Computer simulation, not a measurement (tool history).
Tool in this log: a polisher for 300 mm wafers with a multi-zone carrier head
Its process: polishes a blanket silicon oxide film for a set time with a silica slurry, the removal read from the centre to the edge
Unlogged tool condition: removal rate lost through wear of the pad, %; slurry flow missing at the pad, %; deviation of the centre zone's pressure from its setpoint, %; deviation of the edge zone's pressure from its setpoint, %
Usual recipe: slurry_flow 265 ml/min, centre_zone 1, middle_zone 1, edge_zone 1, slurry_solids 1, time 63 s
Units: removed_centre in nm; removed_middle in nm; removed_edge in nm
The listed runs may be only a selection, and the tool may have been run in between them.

run   hour  slurry_flow  centre_zone  middle_zone  edge_zone  slurry_solids  time  wafers since the last listed run  wafers polished on this pad  hours since the slurry nozzle was cleaned  hours since the centre zone pressure was calibrated  hours since the edge zone pressure was calibrated  hours since the carrier head's membrane was replaced  incoming thickness of the incoming film, nm  removed_centre  removed_middle  removed_edge
  1      0          265            1            1          1              1    63                                 0                          844                                      354.3                                                345.8                                              297.4                                                 625.9                                        991.3             190           183.2         185.4
  2   28.2          265            1            1          1              1    63                               270                         1114                                      382.5                                                  374                                              325.6                                                 654.1                                        989.8           190.1           185.3           182
  3   65.3          265            1            1          1              1    63                               355                         1469                                      419.6                                                411.1                                              362.7                                                 691.2                                       1015.1           185.7           181.4         183.3
  4   91.5          265            1            1          1              1    63                               250                         1720                                      445.8                                                437.3                                              388.9                                                 717.4                                       1002.9           184.5           179.3         181.4
     106.6  -- worn pad replaced by a new one
  5  128.9          265            1         1.06          1              1    63                               319                          213                                      483.2                                                474.7                                              426.3                                                 754.8                                       1002.9             194           202.5         196.3
  6  159.9          265            1         1.06          1              1    63                               296                          510                                      514.2                                                505.7                                              457.3                                                 785.8                                       1001.2           190.5           196.8         192.3
  7    190          265            1         1.06          1              1    63                               288                          799                                      544.3                                                535.8                                              487.4                                                 815.9                                        996.6             188           197.6         187.2
  8  235.4          265            1            1          1              1    63                               434                         1234                                      589.7                                                581.2                                              532.8                                                 861.3                                         1009             185           181.8         185.2
  9  290.6          265            1            1          1              1    63                               528                         1762                                      644.9                                                636.4                                                588                                                 916.5                                        992.7           181.9           181.7         189.4
     326.1  -- worn pad replaced by a new one
     352.5  -- edge zone pressure recalibrated
 10  360.2          265            1            1       1.04            1.3    63                               609                          307                                      714.5                                                  706                                                7.7                                                 986.1                                       1000.7           216.8           215.7         220.9
     374.6  -- carrier head's membrane replaced by a new one
     466.3  -- slurry nozzle cleaned
       521  -- worn pad replaced by a new one
 11  535.3          215         1.04            1       1.06            0.7    63                              1581                          136                                         69                                                881.1                                              182.8                                                 160.7                                        998.9           169.9           162.8           169
 12  603.9          265            1            1          1              1    63                               657                          793                                      137.6                                                949.7                                              251.4                                                 229.3                                       1000.4           188.5           187.2           192
 13  629.6          265            1            1       1.05           1.25    63                               246                         1040                                      163.3                                                975.4                                              277.1                                                   255                                        995.1           206.9           205.5         211.2
 14  657.2          320            1         0.92       0.91              1    63                               264                         1304                                      190.9                                                 1003                                              304.7                                                 282.6                                       1016.1           190.3           176.6         179.5
 15  698.4          265            1         1.08          1           1.25    45                               394                         1699                                      232.1                                               1044.2                                              345.9                                                 323.8                                       1004.6           144.9           152.4         147.5
     724.1  -- worn pad replaced by a new one
     732.2  -- centre zone pressure recalibrated
 16    738          170            1            1       1.04           0.75    63                               321                          113                                      271.7                                                  5.8                                              385.5                                                 363.4                                       1001.4             166           157.1         168.4
 17  768.8          265            1            1          1            1.2    79                               295                          408                                      302.5                                                 36.6                                              416.3                                                 394.2                                        995.2           262.2           260.7         266.6
 18  818.7          265         1.09         1.04          1            0.8    84                               477                          886                                      352.4                                                 86.5                                              466.2                                                 444.1                                          987           243.5           229.2         219.6
 19  888.4          265            1            1          1              1    63                               667                         1554                                      422.1                                                156.2                                              535.9                                                 513.8                                       1006.6           185.9           184.2         188.3
     952.9  -- edge zone pressure recalibrated
     961.1  -- worn pad replaced by a new one
 20  961.6          360            1            1          1              1    63                               643                            4                                      495.3                                                229.4                                                8.7                                                   587                                        993.6           207.4           204.7         210.2

Alternative continuations, all from the tool just after run 20; predict every row:
  A   962          265            1         0.95          1              1    63                                 3                            8                                      495.7                                                229.8                                                9.1                                                 587.4                                       1006.5               ?               ?             ?
  B   962          265            1         0.95          1            1.2    43                                 3                            8                                      495.7                                                229.8                                                9.1                                                 587.4                                       1006.5               ?               ?             ?
  C   962          265            1         1.07          1              1    46                                 3                            8                                      495.7                                                229.8                                                9.1                                                 587.4                                       1006.5               ?               ?             ?
  D   962          265            1         1.04          1              1    52                                 3                            8                                      495.7                                                229.8                                                9.1                                                 587.4                                       1006.5               ?               ?             ?
  E   962          265            1            1          1              1    77                                 3                            8                                      495.7                                                229.8                                                9.1                                                 587.4                                       1006.5               ?               ?             ?

run  removed_centre  removed_middle  removed_edge
  A           202.8           194.3         200.9
  B           149.8           143.5         148.4
  C           148.2           156.9         146.5
  D           167.5           173.1         165.6
  E             248           247.9         245.4
Stripped of hidden state, with their random variation kept, the same runs would have yielded:
run  removed_centre  removed_middle  removed_edge
  A           203.3           194.8         201.4
  B           150.2           143.9         148.7
  C           148.6           157.3         146.8
  D           167.9           173.5           166
  E           248.6           248.6           246
